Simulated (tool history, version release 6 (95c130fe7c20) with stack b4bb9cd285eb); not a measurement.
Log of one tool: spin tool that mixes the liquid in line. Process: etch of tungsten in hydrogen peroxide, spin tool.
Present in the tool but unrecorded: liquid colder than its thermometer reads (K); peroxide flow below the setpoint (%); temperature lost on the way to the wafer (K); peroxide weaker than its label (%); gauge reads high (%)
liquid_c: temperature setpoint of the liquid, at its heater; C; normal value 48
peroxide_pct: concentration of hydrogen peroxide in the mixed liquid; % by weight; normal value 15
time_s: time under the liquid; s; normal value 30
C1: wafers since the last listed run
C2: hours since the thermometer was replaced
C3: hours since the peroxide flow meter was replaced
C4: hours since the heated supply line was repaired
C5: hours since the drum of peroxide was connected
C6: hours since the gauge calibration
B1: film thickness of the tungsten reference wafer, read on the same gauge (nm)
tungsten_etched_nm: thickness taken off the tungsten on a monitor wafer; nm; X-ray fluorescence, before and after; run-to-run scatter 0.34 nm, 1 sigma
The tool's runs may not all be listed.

Run 1, day 0: usual settings but liquid_c 51 C, time_s 25 s; C1 0; C2 1267.9; C3 1958.5; C4 4178.3; C5 492.9; C6 519.1; B1 119.98. Result: tungsten_etched_nm 52.53 nm.
Run 2, day 4.321: usual settings but liquid_c 51 C, time_s 25 s; C1 955; C2 1371.6; C3 2062.2; C4 4282; C5 596.6; C6 622.8; B1 119.98. Result: tungsten_etched_nm 52.45 nm.
Run 3, day 5.129: usual settings; C1 178; C2 1391; C3 2081.6; C4 4301.4; C5 616; C6 642.2; B1 119.98. Result: tungsten_etched_nm 52.59 nm.
At day 5.312: peroxide flow meter replaced.
At day 5.312: gauge calibrated.
At day 5.575: heated supply line repaired.
Run 4, day 5.696: usual settings; C1 106; C2 1404.6; C3 9.2; C4 2.9; C5 629.6; C6 9.2; B1 120. Result: tungsten_etched_nm 52.25 nm.
Run 5, day 7.4: usual settings but liquid_c 45 C; C1 376; C2 1445.5; C3 50.1; C4 43.8; C5 670.5; C6 50.1; B1 120.01. Result: tungsten_etched_nm 43.34 nm.
Run 6, day 8.804: usual settings but liquid_c 45 C; C1 310; C2 1479.2; C3 83.8; C4 77.5; C5 704.2; C6 83.8; B1 120. Result: tungsten_etched_nm 43.62 nm.
Run 7, day 9.425: usual settings but liquid_c 45 C; C1 137; C2 1494.1; C3 98.7; C4 92.4; C5 719.1; C6 98.7; B1 119.98. Result: tungsten_etched_nm 43.69 nm.
Run 8, day 9.933: usual settings but peroxide_pct 19.5 % by weight, time_s 15 s; C1 112; C2 1506.3; C3 110.9; C4 104.6; C5 731.3; C6 110.9; B1 119.99. Result: tungsten_etched_nm 29.92 nm.
Run 9, day 11.15: usual settings but time_s 45 s; C1 269; C2 1535.5; C3 140.1; C4 133.8; C5 760.5; C6 140.1; B1 120. Result: tungsten_etched_nm 79.34 nm.
At day 11.221: new drum of peroxide connected.
Run 10, day 11.808: usual settings but peroxide_pct 12 % by weight, time_s 15 s; C1 136; C2 1551.3; C3 155.9; C4 149.6; C5 14.1; C6 155.9; B1 119.99. Result: tungsten_etched_nm 23.23 nm.
Run 11, day 12.746: usual settings but liquid_c 45 C; C1 207; C2 1573.8; C3 178.4; C4 172.1; C5 36.6; C6 178.4; B1 120. Result: tungsten_etched_nm 43.27 nm.
At day 13.225: thermometer replaced.
Run 12, day 13.362: usual settings but time_s 15 s; C1 127; C2 3.3; C3 193.2; C4 186.9; C5 51.4; C6 193.2; B1 120. Result: tungsten_etched_nm 26.06 nm.
Run 13, day 14.242: usual settings but liquid_c 54 C; C1 194; C2 24.4; C3 214.3; C4 208; C5 72.5; C6 214.3; B1 120.01. Result: tungsten_etched_nm 75.07 nm.
Run 14, day 14.746: usual settings but time_s 50 s; C1 111; C2 36.5; C3 226.4; C4 220.1; C5 84.6; C6 226.4; B1 119.98. Result: tungsten_etched_nm 86.85 nm.
Run 15, day 16.188: usual settings but liquid_c 39 C, peroxide_pct 17 % by weight, time_s 15 s; C1 318; C2 71.1; C3 261; C4 254.7; C5 119.2; C6 261; B1 120.02. Result: tungsten_etched_nm 15.7 nm.
Run 16, day 17.471: usual settings; C1 283; C2 101.9; C3 291.8; C4 285.5; C5 150; C6 291.8; B1 119.99. Result: tungsten_etched_nm 52.04 nm.
Run 17, day 18.021: usual settings but liquid_c 52 C; C1 121; C2 115.1; C3 305; C4 298.7; C5 163.2; C6 305; B1 120.04. Result: tungsten_etched_nm 67.46 nm.
Run 18, day 18.654: usual settings but liquid_c 40 C, time_s 40 s; C1 140; C2 130.3; C3 320.2; C4 313.9; C5 178.4; C6 320.2; B1 120. Result: tungsten_etched_nm 42.51 nm.
Run 19, day 19.729: usual settings but peroxide_pct 12 % by weight; C1 237; C2 156.1; C3 346; C4 339.7; C5 204.2; C6 346; B1 120.02. Result: tungsten_etched_nm 46.93 nm.
Run 20, day 21.188: usual settings but liquid_c 54 C, peroxide_pct 19 % by weight; C1 322; C2 191.1; C3 381; C4 374.7; C5 239.2; C6 381; B1 120. Result: tungsten_etched_nm 84.6 nm.
Run 21, day 21.929: usual settings but liquid_c 38.5 C, peroxide_pct 13 % by weight, time_s 20 s; C1 164; C2 208.9; C3 398.8; C4 392.5; C5 257; C6 398.8; B1 119.98. Result: tungsten_etched_nm 17.9 nm.
Run 22, day 22.538: usual settings; C1 134; C2 223.5; C3 413.4; C4 407.1; C5 271.6; C6 413.4; B1 119.97. Result: tungsten_etched_nm 52.56 nm.
Run 23, day 23.075: usual settings but liquid_c 53 C; C1 118; C2 236.4; C3 426.3; C4 420; C5 284.5; C6 426.3; B1 119.96. Result: tungsten_etched_nm 71.04 nm.
Run 24, day 24.246: usual settings but liquid_c 53.5 C, peroxide_pct 18 % by weight, time_s 20 s; C1 258; C2 264.5; C3 454.4; C4 448.1; C5 312.6; C6 454.4; B1 119.99. Result: tungsten_etched_nm 52.88 nm.
Run 25, day 24.892: usual settings; C1 142; C2 280; C3 469.9; C4 463.6; C5 328.1; C6 469.9; B1 120. Result: tungsten_etched_nm 52.34 nm.

Predict each of these 5 candidate next runs independently; none follows another, all start after run 25:
Run A, day 24.908: usual settings but liquid_c 39.5 C; C1 3; C2 280.4; C3 470.3; C4 464; C5 328.5; C6 470.3; B1 ?. Result: tungsten_etched_nm ?.
Run B, day 24.908: usual settings but liquid_c 44.5 C; C1 3; C2 280.4; C3 470.3; C4 464; C5 328.5; C6 470.3; B1 ?. Result: tungsten_etched_nm ?.
Run C, day 24.908: usual settings but liquid_c 38.5 C, peroxide_pct 13 % by weight, time_s 40 s; C1 3; C2 280.4; C3 470.3; C4 464; C5 328.5; C6 470.3; B1 ?. Result: tungsten_etched_nm ?.
Run D, day 24.908: usual settings but liquid_c 41 C, time_s 25 s; C1 3; C2 280.4; C3 470.3; C4 464; C5 328.5; C6 470.3; B1 ?. Result: tungsten_etched_nm ?.
Run E, day 24.908: usual settings but liquid_c 39 C, peroxide_pct 18 % by weight, time_s 20 s; C1 3; C2 280.4; C3 470.3; C4 464; C5 328.5; C6 470.3; B1 ?. Result: tungsten_etched_nm ?.

run   B1  tungsten_etched_nm
  A  120                30.6
  B  120               42.19
  C  120               35.57
  D  120               28.11
  E  120               21.63
Take away the tool's hidden state, keep each run's random variation, and the runs would have read:
run  tungsten_etched_nm
  A                30.6
  B               42.19
  C               35.57
  D               28.11
  E               21.63
